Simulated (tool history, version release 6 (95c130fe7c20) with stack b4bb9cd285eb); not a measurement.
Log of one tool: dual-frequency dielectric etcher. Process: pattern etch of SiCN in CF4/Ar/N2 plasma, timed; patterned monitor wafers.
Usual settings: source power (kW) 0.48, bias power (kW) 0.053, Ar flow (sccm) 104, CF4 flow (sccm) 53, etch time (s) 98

run,day,source power (kW),bias power (kW),Ar flow (sccm),CF4 flow (sccm),etch time (s),"read-back reference wafer on the same gauge, depth_nm",mean etch depth across the wafer (nm)
1,0,0.48,0.053,104,53,106.5,77.3,71.2
2,1.796,0.48,0.053,104,53,106.5,77.2,70.6
3,2.638,0.48,0.053,104,53,106.5,77.3,70.7
4,3.3,0.48,0.053,104,53,98,77.4,65
# day 4.588: upper electrode replaced, of another model than before
5,4.608,0.48,0.053,104,53,98,77.3,65.3
6,4.675,0.48,0.053,104,53,98,77.2,64.8
7,5.167,0.48,0.053,104,53,98,77.3,65
8,5.567,0.48,0.053,104,53,98,77.2,65.4
# day 6.054: gauge calibrated
# day 6.171: Ar flow controller replaced
# day 7.054: wet clean of the chamber
9,7.075,0.48,0.053,104,53,98,77.3,65.9
10,7.088,0.56,0.048,81,57,98,77.2,73.7
11,7.104,0.48,0.053,104,53,98,77.3,65.9
12,7.179,0.55,0.053,104,48,98,77.3,70.5
# day 7.583: source power generator calibrated
13,7.604,0.48,0.053,104,44,98,77.3,64.2
14,7.85,0.48,0.06,95,53,98,77.3,70.3
# day 8.525: bias power generator calibrated
# day 8.742: CF4 flow controller replaced
15,8.762,0.48,0.053,104,53,98,77.3,65.3
16,10.112,0.48,0.053,122,53,98,77.3,63.6
17,11.629,0.48,0.053,88,46,113,77.4,77.4
18,12.075,0.4,0.057,104,53,98,77.3,60.9
19,13.404,0.48,0.053,104,53,98,77.3,65.2

Forecast each of these 4 alternatives for the next run:
A,13.421,0.48,0.046,104,53,98,?,?
B,13.421,0.48,0.065,112,53,71,?,?
C,13.421,0.48,0.053,82,53,98,?,?
D,13.421,0.48,0.062,104,44,98,?,?

run,"read-back reference wafer on the same gauge, depth_nm",mean etch depth across the wafer (nm)
A,77.4,61.7
B,77.4,50.7
C,77.4,68.6
D,77.4,68.3
Without the tool's hidden state the same runs would have given:
run,mean etch depth across the wafer (nm)
A,62.1
B,51
C,69
D,68.7

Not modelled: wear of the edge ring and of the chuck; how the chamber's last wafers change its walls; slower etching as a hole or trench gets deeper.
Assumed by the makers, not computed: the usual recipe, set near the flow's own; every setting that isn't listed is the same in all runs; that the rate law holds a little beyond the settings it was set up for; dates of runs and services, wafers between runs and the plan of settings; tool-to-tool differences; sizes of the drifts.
